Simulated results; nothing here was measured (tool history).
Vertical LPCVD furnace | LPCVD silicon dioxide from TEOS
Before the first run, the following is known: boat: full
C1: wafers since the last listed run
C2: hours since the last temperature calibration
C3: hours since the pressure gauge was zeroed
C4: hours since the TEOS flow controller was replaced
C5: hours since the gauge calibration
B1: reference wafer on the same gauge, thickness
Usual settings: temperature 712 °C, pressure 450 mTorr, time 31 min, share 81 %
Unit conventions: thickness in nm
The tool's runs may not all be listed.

{"run": 1, "hour": 0.0, "temperature": 712, "pressure": 535, "time": 31, "share": 81, "C1": 0, "C2": 753.5, "C3": 4101.8, "C4": 3281.1, "C5": 386, "B1": 454.93, "thickness": 468.93}
{"run": 2, "hour": 92.2, "temperature": 712, "pressure": 450, "time": 31, "share": 81, "C1": 1679, "C2": 845.7, "C3": 4194, "C4": 3373.3, "C5": 478.2, "B1": 455.36, "thickness": 432.5}
{"run": 3, "hour": 148.6, "temperature": 712, "pressure": 450, "time": 31, "share": 90, "C1": 1027, "C2": 902.1, "C3": 4250.4, "C4": 3429.7, "C5": 534.6, "B1": 454.77, "thickness": 458}
{"run": 4, "hour": 232.4, "temperature": 712, "pressure": 450, "time": 31, "share": 90, "C1": 1526, "C2": 985.9, "C3": 4334.2, "C4": 3513.5, "C5": 618.4, "B1": 455.12, "thickness": 456.54}
{"run": 5, "hour": 299.9, "temperature": 712, "pressure": 450, "time": 31, "share": 90, "C1": 1229, "C2": 1053.4, "C3": 4401.7, "C4": 3581, "C5": 685.9, "B1": 455.09, "thickness": 457.09}
{"run": 6, "hour": 398.0, "temperature": 712, "pressure": 450, "time": 31, "share": 81, "C1": 1787, "C2": 1151.5, "C3": 4499.8, "C4": 3679.1, "C5": 784, "B1": 454.53, "thickness": 435.46}
{"run": 7, "hour": 499.7, "temperature": 712, "pressure": 450, "time": 31, "share": 81, "C1": 1852, "C2": 1253.2, "C3": 4601.5, "C4": 3780.8, "C5": 885.7, "B1": 455.15, "thickness": 436.48}
{"hour": 589.0, "done": "pressure gauge zeroed"}
{"run": 8, "hour": 590.7, "temperature": 712, "pressure": 450, "time": 31, "share": 81, "C1": 1220, "C2": 1344.2, "C3": 1.7, "C4": 3871.8, "C5": 976.7, "B1": 455.27, "thickness": 427.74}
{"run": 9, "hour": 659.0, "temperature": 712, "pressure": 450, "time": 31, "share": 81, "C1": 1244, "C2": 1412.5, "C3": 70, "C4": 3940.1, "C5": 1045, "B1": 455.02, "thickness": 429.21}
{"run": 10, "hour": 726.1, "temperature": 712, "pressure": 450, "time": 31, "share": 81, "C1": 1222, "C2": 1479.6, "C3": 137.1, "C4": 4007.2, "C5": 1112.1, "B1": 455.15, "thickness": 429.36}
{"run": 11, "hour": 763.4, "temperature": 719, "pressure": 450, "time": 24, "share": 81, "C1": 679, "C2": 1516.9, "C3": 174.4, "C4": 4044.5, "C5": 1149.4, "B1": 455.31, "thickness": 388.68}
{"run": 12, "hour": 865.0, "temperature": 712, "pressure": 525, "time": 31, "share": 81, "C1": 1850, "C2": 1618.5, "C3": 276, "C4": 4146.1, "C5": 1251, "B1": 455.12, "thickness": 463.13}

Forecast run 13:
{"hour": 911.9, "done": "TEOS flow controller replaced"}
{"run": 13, "hour": 927.4, "temperature": 712, "pressure": 450, "time": 31, "share": 72, "C1": 699, "C2": 1680.9, "C3": 338.4, "C4": 15.5, "C5": 1313.4, "B1": "?", "thickness": "?"}

{"run 13": {"B1": 455.02, "thickness": 405.98}}
Minus the tool's unlogged condition, the same run would have read thickness 399.59 nm.
